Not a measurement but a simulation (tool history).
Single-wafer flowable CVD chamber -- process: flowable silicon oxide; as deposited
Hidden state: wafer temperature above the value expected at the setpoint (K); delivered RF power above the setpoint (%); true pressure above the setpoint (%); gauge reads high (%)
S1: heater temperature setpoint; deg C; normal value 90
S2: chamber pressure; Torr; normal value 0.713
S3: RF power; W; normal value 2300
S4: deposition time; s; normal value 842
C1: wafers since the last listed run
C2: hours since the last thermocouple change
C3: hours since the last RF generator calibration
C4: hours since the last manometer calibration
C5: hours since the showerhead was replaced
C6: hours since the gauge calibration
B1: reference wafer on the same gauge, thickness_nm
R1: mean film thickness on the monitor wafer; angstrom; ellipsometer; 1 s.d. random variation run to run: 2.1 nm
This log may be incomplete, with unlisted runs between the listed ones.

| run | day | S1 | S2 | S3 | S4 | C1 | C2 | C3 | C4 | C5 | C6 | B1 | R1 |
|---|---|---|---|---|---|---|---|---|---|---|---|---|---|
| 1 | 0 | 97 | 0.713 | 2300 | 842 | 0 | 0.9 | 133.1 | 1547.3 | 3671.7 | 1169.5 | 583.442 | 4723.21 |
| 2 | 0.529 | 97 | 0.713 | 2300 | 842 | 36 | 13.6 | 145.8 | 1560 | 3684.4 | 1182.2 | 582.683 | 4709.14 |
|  | 1.358 | gauge calibrated |
| 3 | 2.85 | 97 | 0.713 | 2300 | 842 | 158 | 69.3 | 201.5 | 1615.7 | 3740.1 | 35.8 | 583.28 | 4725.69 |
| 4 | 3.442 | 90 | 0.713 | 2300 | 842 | 40 | 83.5 | 215.7 | 1629.9 | 3754.3 | 50 | 583.826 | 6011.08 |
|  | 4.225 | capacitance manometer re-zeroed and calibrated |
| 5 | 4.625 | 101 | 0.713 | 2300 | 723 | 58 | 111.9 | 244.1 | 9.6 | 3782.7 | 78.4 | 582.526 | 3593.39 |
|  | 7.7 | showerhead replaced, of another model than before |
| 6 | 8.488 | 90 | 0.631 | 1890 | 842 | 241 | 204.6 | 336.8 | 102.3 | 18.9 | 171.1 | 582.759 | 5481.11 |
| 7 | 9.038 | 101 | 0.56 | 1970 | 842 | 37 | 217.8 | 350 | 115.5 | 32.1 | 184.3 | 583.305 | 3607.93 |
| 8 | 9.792 | 90 | 0.713 | 2300 | 842 | 51 | 235.9 | 368.1 | 133.6 | 50.2 | 202.4 | 583.795 | 6037.45 |
| 9 | 10.992 | 102 | 0.585 | 2300 | 842 | 82 | 264.7 | 396.9 | 162.4 | 79 | 231.2 | 582.475 | 3629.84 |
| 10 | 12.367 | 81 | 0.713 | 1930 | 842 | 94 | 297.7 | 429.9 | 195.4 | 112 | 264.2 | 582.354 | 7733 |
| 11 | 13.475 | 90 | 0.834 | 1950 | 842 | 75 | 324.3 | 456.5 | 222 | 138.6 | 290.8 | 583.547 | 6553.97 |
| 12 | 14.025 | 90 | 0.713 | 2300 | 842 | 37 | 337.5 | 469.7 | 235.2 | 151.8 | 304 | 583.832 | 6059.98 |
| 13 | 15.171 | 90 | 0.713 | 2300 | 842 | 78 | 365 | 497.2 | 262.7 | 179.3 | 331.5 | 582.882 | 6065.44 |
| 14 | 18.029 | 97 | 0.713 | 2300 | 842 | 195 | 433.6 | 565.8 | 331.3 | 247.9 | 400.1 | 582.244 | 4846.75 |
| 15 | 18.708 | 90 | 0.713 | 2300 | 842 | 46 | 449.9 | 582.1 | 347.6 | 264.2 | 416.4 | 582.71 | 6071.81 |
| 16 | 19.471 | 90 | 0.713 | 2300 | 842 | 52 | 468.2 | 600.4 | 365.9 | 282.5 | 434.7 | 583.107 | 6142.51 |
| 17 | 20.404 | 82 | 0.713 | 2300 | 842 | 63 | 490.6 | 622.8 | 388.3 | 304.9 | 457.1 | 583.275 | 7747.74 |
| 18 | 21.175 | 90 | 0.877 | 2300 | 842 | 52 | 509.1 | 641.3 | 406.8 | 323.4 | 475.6 | 582.863 | 6920.57 |
| 19 | 22.171 | 90 | 0.761 | 2300 | 842 | 68 | 533 | 665.2 | 430.7 | 347.3 | 499.5 | 583.256 | 6381.03 |
| 20 | 23.6 | 83 | 0.562 | 2595 | 708 | 97 | 567.3 | 699.5 | 465 | 381.6 | 533.8 | 582.645 | 5619.17 |
| 21 | 24.158 | 90 | 0.713 | 2125 | 842 | 38 | 580.7 | 712.9 | 478.4 | 395 | 547.2 | 583.993 | 6018.91 |
| 22 | 24.717 | 90 | 0.713 | 2300 | 842 | 38 | 594.1 | 726.3 | 491.8 | 408.4 | 560.6 | 582.718 | 6087.5 |
| 23 | 25.796 | 104 | 0.713 | 2300 | 1009 | 73 | 620 | 752.2 | 517.7 | 434.3 | 586.5 | 582.869 | 4618.12 |
| 24 | 27.071 | 90 | 0.586 | 2300 | 760 | 87 | 650.6 | 782.8 | 548.3 | 464.9 | 617.1 | 583.204 | 4939.62 |
| 25 | 28.212 | 90 | 0.713 | 2300 | 842 | 78 | 678 | 810.2 | 575.7 | 492.3 | 644.5 | 582.597 | 6131.4 |
| 26 | 29.238 | 90 | 0.713 | 2300 | 842 | 70 | 702.6 | 834.8 | 600.3 | 516.9 | 669.1 | 583.151 | 6107.58 |
| 27 | 30.704 | 90 | 0.865 | 2300 | 842 | 100 | 737.8 | 870 | 635.5 | 552.1 | 704.3 | 583.264 | 6913.85 |
| 28 | 31.217 | 79 | 0.541 | 2430 | 842 | 35 | 750.1 | 882.3 | 647.8 | 564.4 | 716.6 | 583.004 | 7279.15 |
| 29 | 32.517 | 90 | 0.803 | 2545 | 842 | 88 | 781.3 | 913.5 | 679 | 595.6 | 747.8 | 582.916 | 6660.41 |

3 options for the next run, each taken on its own from the tool as it stands now. Forecast them:
| A | 32.542 | 90 | 0.713 | 2300 | 976 | 1 | 781.9 | 914.1 | 679.6 | 596.2 | 748.4 | ? | ? |
| B | 32.542 | 77 | 0.572 | 2300 | 842 | 1 | 781.9 | 914.1 | 679.6 | 596.2 | 748.4 | ? | ? |
| C | 32.542 | 90 | 0.566 | 2300 | 842 | 1 | 781.9 | 914.1 | 679.6 | 596.2 | 748.4 | ? | ? |

| run | B1 | R1 |
|---|---|---|
| A | 583.042 | 7088.02 |
| B | 583.042 | 7838.07 |
| C | 583.042 | 5373.55 |
Without the tool's hidden state the same runs would have given:
| run | R1 |
|---|---|
| A | 6939.71 |
| B | 7692.32 |
| C | 5261.12 |
